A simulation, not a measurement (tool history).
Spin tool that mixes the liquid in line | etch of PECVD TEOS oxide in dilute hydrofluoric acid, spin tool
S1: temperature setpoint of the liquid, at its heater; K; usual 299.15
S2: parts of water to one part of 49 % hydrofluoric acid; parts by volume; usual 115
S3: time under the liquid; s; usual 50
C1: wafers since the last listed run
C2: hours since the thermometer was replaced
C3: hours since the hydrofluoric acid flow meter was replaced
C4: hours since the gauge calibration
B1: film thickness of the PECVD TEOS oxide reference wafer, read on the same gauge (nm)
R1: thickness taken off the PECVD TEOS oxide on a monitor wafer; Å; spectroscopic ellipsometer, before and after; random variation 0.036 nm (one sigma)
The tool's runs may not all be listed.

{"run": 1, "hour": 0.0, "S1": 299.15, "S2": 75, "S3": 30, "C1": 0, "C2": 1092.9, "C3": 188.7, "C4": 1363.3, "B1": 30.01, "R1": 87.7}
{"run": 2, "hour": 42.8, "S1": 299.15, "S2": 95, "S3": 50, "C1": 545, "C2": 1135.7, "C3": 231.5, "C4": 1406.1, "B1": 30, "R1": 112.4}
{"hour": 159.2, "done": "thermometer replaced"}
{"run": 3, "hour": 171.1, "S1": 299.15, "S2": 95, "S3": 50, "C1": 1621, "C2": 11.9, "C3": 359.8, "C4": 1534.4, "B1": 29.99, "R1": 106.6}
{"run": 4, "hour": 263.0, "S1": 299.15, "S2": 95, "S3": 50, "C1": 1170, "C2": 103.8, "C3": 451.7, "C4": 1626.3, "B1": 30.01, "R1": 106.2}
{"run": 5, "hour": 348.8, "S1": 299.15, "S2": 115, "S3": 50, "C1": 1092, "C2": 189.6, "C3": 537.5, "C4": 1712.1, "B1": 30, "R1": 85.3}
{"run": 6, "hour": 440.3, "S1": 299.15, "S2": 115, "S3": 50, "C1": 1165, "C2": 281.1, "C3": 629, "C4": 1803.6, "B1": 30.02, "R1": 85}
{"hour": 487.4, "done": "hydrofluoric acid flow meter replaced"}
{"run": 7, "hour": 528.4, "S1": 299.15, "S2": 115, "S3": 30, "C1": 1109, "C2": 369.2, "C3": 41, "C4": 1891.7, "B1": 30, "R1": 53.2}
{"run": 8, "hour": 736.2, "S1": 299.15, "S2": 115, "S3": 75, "C1": 2646, "C2": 577, "C3": 248.8, "C4": 2099.5, "B1": 29.99, "R1": 131.1}
{"run": 9, "hour": 801.8, "S1": 299.15, "S2": 115, "S3": 75, "C1": 835, "C2": 642.6, "C3": 314.4, "C4": 2165.1, "B1": 29.99, "R1": 131.3}
{"run": 10, "hour": 872.0, "S1": 299.15, "S2": 115, "S3": 75, "C1": 894, "C2": 712.8, "C3": 384.6, "C4": 2235.3, "B1": 30.01, "R1": 131.4}
{"run": 11, "hour": 946.7, "S1": 299.15, "S2": 115, "S3": 50, "C1": 951, "C2": 787.5, "C3": 459.3, "C4": 2310, "B1": 30.01, "R1": 87.8}
{"run": 12, "hour": 1012.8, "S1": 297.65, "S2": 115, "S3": 50, "C1": 841, "C2": 853.6, "C3": 525.4, "C4": 2376.1, "B1": 30.01, "R1": 82.1}
{"run": 13, "hour": 1100.0, "S1": 301.65, "S2": 115, "S3": 25, "C1": 1110, "C2": 940.8, "C3": 612.6, "C4": 2463.3, "B1": 30, "R1": 48}
{"run": 14, "hour": 1161.1, "S1": 294.15, "S2": 115, "S3": 50, "C1": 778, "C2": 1001.9, "C3": 673.7, "C4": 2524.4, "B1": 30, "R1": 71.5}
{"hour": 1173.9, "done": "hydrofluoric acid flow meter replaced"}
{"run": 15, "hour": 1211.8, "S1": 294.65, "S2": 155, "S3": 50, "C1": 633, "C2": 1052.6, "C3": 37.9, "C4": 2575.1, "B1": 30, "R1": 53.4}
{"run": 16, "hour": 1267.5, "S1": 299.15, "S2": 135, "S3": 50, "C1": 709, "C2": 1108.3, "C3": 93.6, "C4": 2630.8, "B1": 29.98, "R1": 74.9}
{"hour": 1309.1, "done": "gauge calibrated"}
{"run": 17, "hour": 1367.3, "S1": 302.15, "S2": 115, "S3": 35, "C1": 1271, "C2": 1208.1, "C3": 193.4, "C4": 58.2, "B1": 30.02, "R1": 70.5}
{"run": 18, "hour": 1405.4, "S1": 299.15, "S2": 115, "S3": 75, "C1": 485, "C2": 1246.2, "C3": 231.5, "C4": 96.3, "B1": 30.02, "R1": 135.1}
{"hour": 1485.1, "done": "thermometer replaced"}
{"run": 19, "hour": 1485.6, "S1": 303.65, "S2": 115, "S3": 50, "C1": 1008, "C2": 0.5, "C3": 311.7, "C4": 176.5, "B1": 30, "R1": 102}
{"run": 20, "hour": 1588.9, "S1": 304.15, "S2": 160, "S3": 65, "C1": 1315, "C2": 103.8, "C3": 415, "C4": 279.8, "B1": 30, "R1": 90.8}
{"run": 21, "hour": 1676.3, "S1": 297.15, "S2": 155, "S3": 50, "C1": 1113, "C2": 191.2, "C3": 502.4, "C4": 367.2, "B1": 30, "R1": 56.1}
{"hour": 1715.1, "done": "hydrofluoric acid flow meter replaced"}
{"run": 22, "hour": 1735.9, "S1": 303.65, "S2": 60, "S3": 25, "C1": 746, "C2": 250.8, "C3": 20.8, "C4": 426.8, "B1": 30.02, "R1": 108.9}
{"run": 23, "hour": 1823.6, "S1": 299.15, "S2": 115, "S3": 50, "C1": 1117, "C2": 338.5, "C3": 108.5, "C4": 514.5, "B1": 29.99, "R1": 87.8}
{"run": 24, "hour": 1915.2, "S1": 299.15, "S2": 115, "S3": 50, "C1": 1166, "C2": 430.1, "C3": 200.1, "C4": 606.1, "B1": 29.99, "R1": 86.9}

Forecast run 25:
{"run": 25, "hour": 2012.7, "S1": 304.15, "S2": 115, "S3": 50, "C1": 1241, "C2": 527.6, "C3": 297.6, "C4": 703.6, "B1": "?", "R1": "?"}

B1: 30.01
R1: 105.4 Å
Without the tool's hidden state the same run would have given R1 105.5 Å.

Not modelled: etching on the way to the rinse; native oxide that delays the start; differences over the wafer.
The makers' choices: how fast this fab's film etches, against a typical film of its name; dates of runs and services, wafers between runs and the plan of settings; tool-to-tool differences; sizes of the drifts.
